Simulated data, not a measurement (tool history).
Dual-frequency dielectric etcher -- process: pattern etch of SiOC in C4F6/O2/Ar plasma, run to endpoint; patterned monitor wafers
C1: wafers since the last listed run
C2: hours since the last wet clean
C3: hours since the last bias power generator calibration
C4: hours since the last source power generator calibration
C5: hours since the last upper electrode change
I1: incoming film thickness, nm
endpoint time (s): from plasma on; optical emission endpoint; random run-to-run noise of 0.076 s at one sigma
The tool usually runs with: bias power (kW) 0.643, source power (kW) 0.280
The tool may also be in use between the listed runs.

Run 1, hour 0.0: usual settings; C1 0; C2 89.0; C3 2766.5; C4 1375.4; C5 4773.5; I1 37.78. Result: endpoint time (s) 15.2.
Run 2, hour 48.4: usual settings but source power (kW) 0.260; C1 1013; C2 137.4; C3 2814.9; C4 1423.8; C5 4821.9; I1 37.77. Result: endpoint time (s) 15.7.
Run 3, hour 87.4: usual settings; C1 816; C2 176.4; C3 2853.9; C4 1462.8; C5 4860.9; I1 37.79. Result: endpoint time (s) 15.2.
Run 4, hour 119.3: usual settings; C1 667; C2 208.3; C3 2885.8; C4 1494.7; C5 4892.8; I1 37.52. Result: endpoint time (s) 14.9.
Run 5, hour 174.4: usual settings; C1 1153; C2 263.4; C3 2940.9; C4 1549.8; C5 4947.9; I1 37.85. Result: endpoint time (s) 14.9.
Run 6, hour 210.4: usual settings; C1 753; C2 299.4; C3 2976.9; C4 1585.8; C5 4983.9; I1 37.08. Result: endpoint time (s) 14.8.
Run 7, hour 265.4: usual settings but bias power (kW) 0.589; C1 1151; C2 354.4; C3 3031.9; C4 1640.8; C5 5038.9; I1 37.16. Result: endpoint time (s) 15.2.
Run 8, hour 313.2: usual settings but bias power (kW) 0.589; C1 1000; C2 402.2; C3 3079.7; C4 1688.6; C5 5086.7; I1 37.14. Result: endpoint time (s) 15.3.
Run 9, hour 368.5: usual settings but bias power (kW) 0.589; C1 1157; C2 457.5; C3 3135.0; C4 1743.9; C5 5142.0; I1 37.45. Result: endpoint time (s) 15.3.
Run 10, hour 399.6: usual settings but source power (kW) 0.240; C1 651; C2 488.6; C3 3166.1; C4 1775.0; C5 5173.1; I1 37.80. Result: endpoint time (s) 16.0.
At hour 435.9: wet clean of the chamber.
Run 11, hour 445.7: usual settings but bias power (kW) 0.495; C1 462; C2 9.8; C3 3212.2; C4 1821.1; C5 5219.2; I1 37.24. Result: endpoint time (s) 16.5.
Run 12, hour 517.6: usual settings but bias power (kW) 0.719, source power (kW) 0.300; C1 1505; C2 81.7; C3 3284.1; C4 1893.0; C5 5291.1; I1 37.44. Result: endpoint time (s) 13.9.
Run 13, hour 554.7: usual settings but bias power (kW) 0.708, source power (kW) 0.230; C1 776; C2 118.8; C3 3321.2; C4 1930.1; C5 5328.2; I1 37.21. Result: endpoint time (s) 15.7.
At hour 567.9: bias power generator calibrated.
Run 14, hour 596.7: usual settings but bias power (kW) 0.573, source power (kW) 0.210; C1 795; C2 160.8; C3 28.8; C4 1972.1; C5 5370.2; I1 37.44. Result: endpoint time (s) 18.0.
At hour 645.1: source power generator calibrated.
Run 15, hour 659.0: usual settings but bias power (kW) 0.571, source power (kW) 0.250; C1 1220; C2 223.1; C3 91.1; C4 13.9; C5 5432.5; I1 37.48. Result: endpoint time (s) 16.5.
At hour 711.9: upper electrode replaced.
Run 16, hour 722.4: usual settings but bias power (kW) 0.573, source power (kW) 0.210; C1 824; C2 286.5; C3 154.5; C4 77.3; C5 10.5; I1 37.40. Result: endpoint time (s) 17.8.
Run 17, hour 907.5: usual settings but bias power (kW) 0.581, source power (kW) 0.250; C1 3874; C2 471.6; C3 339.6; C4 262.4; C5 195.6; I1 37.54. Result: endpoint time (s) 16.2.
At hour 951.0: wet clean of the chamber.
Run 18, hour 1086.4: usual settings; C1 3242; C2 135.4; C3 518.5; C4 441.3; C5 374.5; I1 37.38. Result: endpoint time (s) 14.9.

Take each entry between the runs: how does the hidden state at the last listed run before it differ from the hidden state at the first listed run after it?
Runs 10 to 11: wet clean of the chamber (hour 435.9)
  etch rate over this chamber's usual, %: 1.81 -> -0.0547
Runs 13 to 14: bias power generator calibrated (hour 567.9)
  etch rate over this chamber's usual, %: 0.399 -> 0.574
Runs 14 to 15: source power generator calibrated (hour 645.1)
  etch rate over this chamber's usual, %: 0.574 -> 0.834
Runs 15 to 16: upper electrode replaced (hour 711.9)
  etch rate over this chamber's usual, %: 0.834 -> 1.1
Runs 17 to 18: wet clean of the chamber (hour 951.0)
  etch rate over this chamber's usual, %: 1.87 -> 0.646

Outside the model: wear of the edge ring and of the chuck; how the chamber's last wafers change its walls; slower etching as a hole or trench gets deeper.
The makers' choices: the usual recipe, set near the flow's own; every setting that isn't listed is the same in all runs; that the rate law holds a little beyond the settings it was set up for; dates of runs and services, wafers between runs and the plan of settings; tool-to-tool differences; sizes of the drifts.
